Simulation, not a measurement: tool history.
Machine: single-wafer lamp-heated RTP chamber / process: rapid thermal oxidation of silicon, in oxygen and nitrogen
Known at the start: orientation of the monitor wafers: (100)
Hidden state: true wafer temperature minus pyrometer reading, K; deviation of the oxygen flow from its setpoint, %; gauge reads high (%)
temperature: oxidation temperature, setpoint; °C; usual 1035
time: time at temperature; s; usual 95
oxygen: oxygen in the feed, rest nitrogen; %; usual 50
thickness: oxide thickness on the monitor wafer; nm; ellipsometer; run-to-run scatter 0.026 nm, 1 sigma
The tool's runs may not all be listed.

run	day	temperature	time	oxygen	wafers since the last listed run	wafers since the last pyrometer calibration	hours since the oxygen flow controller was replaced	hours since the gauge calibration	read-back reference wafer on the same gauge, thickness	thickness
1	0.000	1054	95	50	0	770	6493.0	458.7	6.156	8.659
2	1.829	1054	95	50	498	1268	6536.9	502.6	6.145	8.666
3	4.446	1054	95	50	713	1982	6599.7	565.4	6.153	8.693
4	6.542	1035	95	50	571	2553	6650.0	615.7	6.148	7.635
5	8.650	1035	95	50	574	3128	6700.6	666.3	6.152	7.643
6	9.721	1013	95	50	291	3420	6726.3	692.0	6.142	6.581
7	12.025	1013	95	50	628	4049	6781.6	747.3	6.150	6.574
# day 13.921: pyrometer window cleaned and pyrometer calibrated
8	14.842	1035	95	43	677	250	6849.2	814.9	6.140	7.390
9	17.712	1035	95	43	782	1033	6918.1	883.8	6.146	7.468
10	20.162	1035	95	43	668	1701	6976.9	942.6	6.145	7.477
# day 20.683: oxygen flow controller replaced
# day 22.112: pyrometer window cleaned and pyrometer calibrated, repeated, since the last time left the tool worse
# day 22.233: gauge calibrated
11	22.525	1035	95	50	462	112	44.2	7.0	6.149	7.518
12	24.188	1035	51	39	453	565	84.1	46.9	6.153	5.279
13	27.312	1061	124	59	852	1417	159.1	121.9	6.149	10.891
14	28.721	1018	95	50	384	1802	192.9	155.7	6.148	6.710
15	31.450	1035	95	50	744	2546	258.4	221.2	6.153	7.595
16	34.371	1035	129	24	796	3342	328.5	291.3	6.153	6.818
17	37.221	1012	66	71	777	4119	396.9	359.7	6.145	6.298
# day 39.146: pyrometer window cleaned and pyrometer calibrated
18	39.167	1048	134	50	439	5	443.6	406.4	6.144	9.674
19	40.771	1035	95	50	437	443	482.1	444.9	6.146	7.574
20	42.842	1035	95	50	564	1007	531.8	494.6	6.145	7.576

Here are 3 independent what-if runs from the current tool condition. What would each one return?
A	42.858	1035	95	50	4	1012	532.2	495.0	?	?
B	42.858	1017	82	76	4	1012	532.2	495.0	?	?
C	42.858	1052	95	50	4	1012	532.2	495.0	?	?

run	read-back reference wafer on the same gauge, thickness	thickness
A	6.147	7.586
B	6.147	7.253
C	6.147	8.529
With no hidden state in the tool, these same runs would have given:
run	thickness
A	7.536
B	7.203
C	8.474
